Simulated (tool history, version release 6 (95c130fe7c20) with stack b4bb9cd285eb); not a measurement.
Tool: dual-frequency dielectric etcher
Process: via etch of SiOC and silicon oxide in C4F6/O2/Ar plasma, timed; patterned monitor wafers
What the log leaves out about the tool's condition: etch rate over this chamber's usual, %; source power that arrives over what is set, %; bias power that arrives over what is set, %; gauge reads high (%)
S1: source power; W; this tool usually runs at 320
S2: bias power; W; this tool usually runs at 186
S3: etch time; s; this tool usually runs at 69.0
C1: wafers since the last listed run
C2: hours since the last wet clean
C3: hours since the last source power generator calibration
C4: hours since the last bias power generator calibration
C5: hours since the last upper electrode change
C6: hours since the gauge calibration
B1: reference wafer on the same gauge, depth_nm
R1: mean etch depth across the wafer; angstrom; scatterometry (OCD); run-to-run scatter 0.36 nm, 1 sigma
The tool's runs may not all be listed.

run,hour,S1,S2,S3,C1,C2,C3,C4,C5,C6,B1,R1
1,0.0,320,186,75.0,0,347.7,1495.8,3730.3,4670.3,1754.9,86.7,815
2,76.1,320,186,69.0,896,423.8,1571.9,3806.4,4746.4,1831.0,86.8,748
3,143.5,320,186,69.0,794,491.2,1639.3,3873.8,4813.8,1898.4,86.8,765
4,242.1,320,186,69.0,1162,589.8,1737.9,3972.4,4912.4,1997.0,86.7,756
# hour 285.3: wet clean of the chamber
5,330.0,320,186,69.0,753,44.7,1825.8,4060.3,5000.3,2084.9,86.6,739
# hour 356.1: source power generator calibrated
6,405.3,320,161,69.0,840,120.0,49.2,4135.6,5075.6,2160.2,86.9,693
7,506.4,320,186,69.0,1191,221.1,150.3,4236.7,5176.7,2261.3,86.7,735
# hour 567.2: upper electrode replaced
8,594.1,320,174,88.0,750,308.8,238.0,4324.4,26.9,2349.0,86.7,910
# hour 655.2: gauge calibrated
9,685.3,320,186,69.0,1074,400.0,329.2,4415.6,118.1,30.1,86.6,750
10,752.6,250,186,69.0,793,467.3,396.5,4482.9,185.4,97.4,86.7,654
11,824.0,380,170,49.5,841,538.7,467.9,4554.3,256.8,168.8,86.7,567
12,920.5,320,157,79.5,1137,635.2,564.4,4650.8,353.3,265.3,86.6,809
13,989.7,320,186,69.0,815,704.4,633.6,4720.0,422.5,334.5,86.7,750
14,1036.6,280,186,79.0,552,751.3,680.5,4766.9,469.4,381.4,86.6,807
# hour 1110.6: wet clean of the chamber
15,1126.5,320,153,58.5,776,15.9,770.4,4856.8,559.3,471.3,86.6,582
# hour 1188.7: bias power generator calibrated
16,1189.2,360,163,52.0,691,78.6,833.1,0.5,622.0,534.0,86.6,563
17,1290.4,270,170,69.0,1192,179.8,934.3,101.7,723.2,635.2,86.7,656
18,1365.5,370,186,69.0,885,254.9,1009.4,176.8,798.3,710.3,86.7,799
19,1468.8,320,186,69.0,1217,358.2,1112.7,280.1,901.6,813.6,86.7,755
20,1567.8,360,186,57.0,1166,457.2,1211.7,379.1,1000.6,912.6,86.8,659
21,1623.9,280,199,69.0,661,513.3,1267.8,435.2,1056.7,968.7,86.7,725
22,1693.1,320,186,69.0,815,582.5,1337.0,504.4,1125.9,1037.9,86.6,766
23,1784.3,280,186,89.0,1074,673.7,1428.2,595.6,1217.1,1129.1,86.7,914
# hour 1834.6: wet clean of the chamber
24,1890.6,390,170,69.0,970,56.0,1534.5,701.9,1323.4,1235.4,86.7,794
25,1931.7,280,186,69.0,484,97.1,1575.6,743.0,1364.5,1276.5,86.7,691
26,2024.3,320,186,69.0,1091,189.7,1668.2,835.6,1457.1,1369.1,86.7,740
# hour 2050.9: source power generator calibrated
27,2105.7,270,186,69.0,912,271.1,54.8,917.0,1538.5,1450.5,86.7,673
28,2212.0,370,186,69.0,1252,377.4,161.1,1023.3,1644.8,1556.8,86.5,788
29,2264.6,320,147,76.5,619,430.0,213.7,1075.9,1697.4,1609.4,86.7,741

Here are 4 independent what-if runs from the current tool condition. What would each one return?
A,2265.0,320,186,69.0,4,430.4,214.1,1076.3,1697.8,1609.8,?,?
B,2265.0,300,186,75.0,4,430.4,214.1,1076.3,1697.8,1609.8,?,?
C,2265.0,320,186,86.5,4,430.4,214.1,1076.3,1697.8,1609.8,?,?
D,2265.0,250,201,50.5,4,430.4,214.1,1076.3,1697.8,1609.8,?,?

run,B1,R1
A,86.9,737
B,86.9,775
C,86.9,924
D,86.9,487
The same runs, with their run-to-run variation unchanged, on a tool lacking any hidden condition would have given:
run,R1
A,722
B,759
C,905
D,477

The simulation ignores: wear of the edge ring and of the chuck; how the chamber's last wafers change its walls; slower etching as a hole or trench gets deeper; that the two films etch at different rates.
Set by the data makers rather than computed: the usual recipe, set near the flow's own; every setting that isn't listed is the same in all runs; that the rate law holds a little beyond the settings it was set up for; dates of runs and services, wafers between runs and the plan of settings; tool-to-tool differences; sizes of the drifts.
